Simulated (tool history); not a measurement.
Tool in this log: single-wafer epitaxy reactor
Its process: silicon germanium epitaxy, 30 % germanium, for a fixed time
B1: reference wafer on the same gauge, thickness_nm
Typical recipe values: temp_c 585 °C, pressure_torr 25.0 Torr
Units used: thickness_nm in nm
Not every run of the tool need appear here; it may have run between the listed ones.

run 1 hour=0.0 | temp_c=585 pressure_torr=25.0 | B1=55.540 | thickness_nm=57.802
run 2 hour=15.0 | temp_c=585 pressure_torr=25.0 | B1=55.707 | thickness_nm=57.992
run 3 hour=27.2 | temp_c=585 pressure_torr=25.0 | B1=55.564 | thickness_nm=57.975
run 4 hour=43.3 | temp_c=585 pressure_torr=25.0 | B1=55.711 | thickness_nm=58.340
run 5 hour=52.1 | temp_c=585 pressure_torr=25.0 | B1=55.634 | thickness_nm=58.636
run 6 hour=59.3 | temp_c=585 pressure_torr=25.0 | B1=55.638 | thickness_nm=57.934
run 7 hour=76.1 | temp_c=585 pressure_torr=25.0 | B1=55.665 | thickness_nm=58.960
run 8 hour=92.4 | temp_c=585 pressure_torr=25.0 | B1=55.604 | thickness_nm=58.272
run 9 hour=105.8 | temp_c=585 pressure_torr=25.0 | B1=55.660 | thickness_nm=58.837
run 10 hour=118.3 | temp_c=585 pressure_torr=25.0 | B1=55.590 | thickness_nm=59.363
run 11 hour=130.4 | temp_c=585 pressure_torr=25.0 | B1=55.662 | thickness_nm=59.624
run 12 hour=145.4 | temp_c=585 pressure_torr=25.0 | B1=55.524 | thickness_nm=58.627
run 13 hour=157.9 | temp_c=585 pressure_torr=25.0 | B1=55.567 | thickness_nm=59.832
run 14 hour=170.8 | temp_c=585 pressure_torr=25.0 | B1=55.494 | thickness_nm=59.609
run 15 hour=185.9 | temp_c=585 pressure_torr=25.0 | B1=55.585 | thickness_nm=59.474
run 16 hour=199.7 | temp_c=591 pressure_torr=21.5 | B1=55.459 | thickness_nm=58.088
run 17 hour=216.8 | temp_c=585 pressure_torr=25.0 | B1=55.625 | thickness_nm=54.323
run 18 hour=225.5 | temp_c=594 pressure_torr=22.5 | B1=55.667 | thickness_nm=63.372
run 19 hour=240.3 | temp_c=574 pressure_torr=20.8 | B1=55.621 | thickness_nm=39.282
run 20 hour=252.1 | temp_c=573 pressure_torr=20.7 | B1=55.425 | thickness_nm=38.524
run 21 hour=258.9 | temp_c=572 pressure_torr=27.6 | B1=55.563 | thickness_nm=42.626
run 22 hour=274.5 | temp_c=598 pressure_torr=29.7 | B1=55.564 | thickness_nm=76.756
run 23 hour=286.9 | temp_c=591 pressure_torr=21.5 | B1=55.603 | thickness_nm=58.171
run 24 hour=297.1 | temp_c=597 pressure_torr=18.9 | B1=55.425 | thickness_nm=61.908
run 25 hour=310.0 | temp_c=585 pressure_torr=18.8 | B1=55.546 | thickness_nm=48.176
run 26 hour=316.8 | temp_c=579 pressure_torr=19.5 | B1=55.667 | thickness_nm=42.814
run 27 hour=325.5 | temp_c=578 pressure_torr=29.7 | B1=55.554 | thickness_nm=49.699
run 28 hour=331.6 | temp_c=585 pressure_torr=25.0 | B1=55.680 | thickness_nm=54.787
run 29 hour=343.8 | temp_c=591 pressure_torr=29.9 | B1=55.553 | thickness_nm=66.816
run 30 hour=351.4 | temp_c=576 pressure_torr=28.9 | B1=55.493 | thickness_nm=47.230
run 31 hour=361.5 | temp_c=595 pressure_torr=26.9 | B1=55.634 | thickness_nm=69.125
run 32 hour=368.5 | temp_c=590 pressure_torr=28.1 | B1=55.706 | thickness_nm=64.336
run 33 hour=415.1 | temp_c=594 pressure_torr=20.9 | B1=55.496 | thickness_nm=60.522
run 34 hour=421.9 | temp_c=594 pressure_torr=30.0 | B1=55.542 | thickness_nm=70.265
run 35 hour=430.4 | temp_c=575 pressure_torr=27.2 | B1=55.560 | thickness_nm=45.290

Not shown here: 4 entries made in the log between runs. Locate each between two listed runs and compare the hidden state at the listed run before it with the hidden state at the listed run after it:
After run 9, before run 10: gauge calibrated (hour 109.2)
  wafer temperature above the value expected at the setpoint (K): 4.11 -> 4.17
  measured value less the no-hidden-state value, thickness_nm: +4.958 -> +5.080 nm
After run 10, before run 11: capacitance manometer re-zeroed and calibrated (hour 128.9)
  wafer temperature above the value expected at the setpoint (K): 4.17 -> 4.24
  measured value less the no-hidden-state value, thickness_nm: +5.080 -> +5.177 nm
After run 15, before run 16: pyrometer calibrated (hour 194.5)
  wafer temperature above the value expected at the setpoint (K): 4.54 -> 0.262
  measured value less the no-hidden-state value, thickness_nm: +5.516 -> +0.322 nm
After run 21, before run 22: showerhead replaced (hour 274.0)
  wafer temperature above the value expected at the setpoint (K): 0.269 -> 0.272
  measured value less the no-hidden-state value, thickness_nm: +0.254 -> +0.434 nm
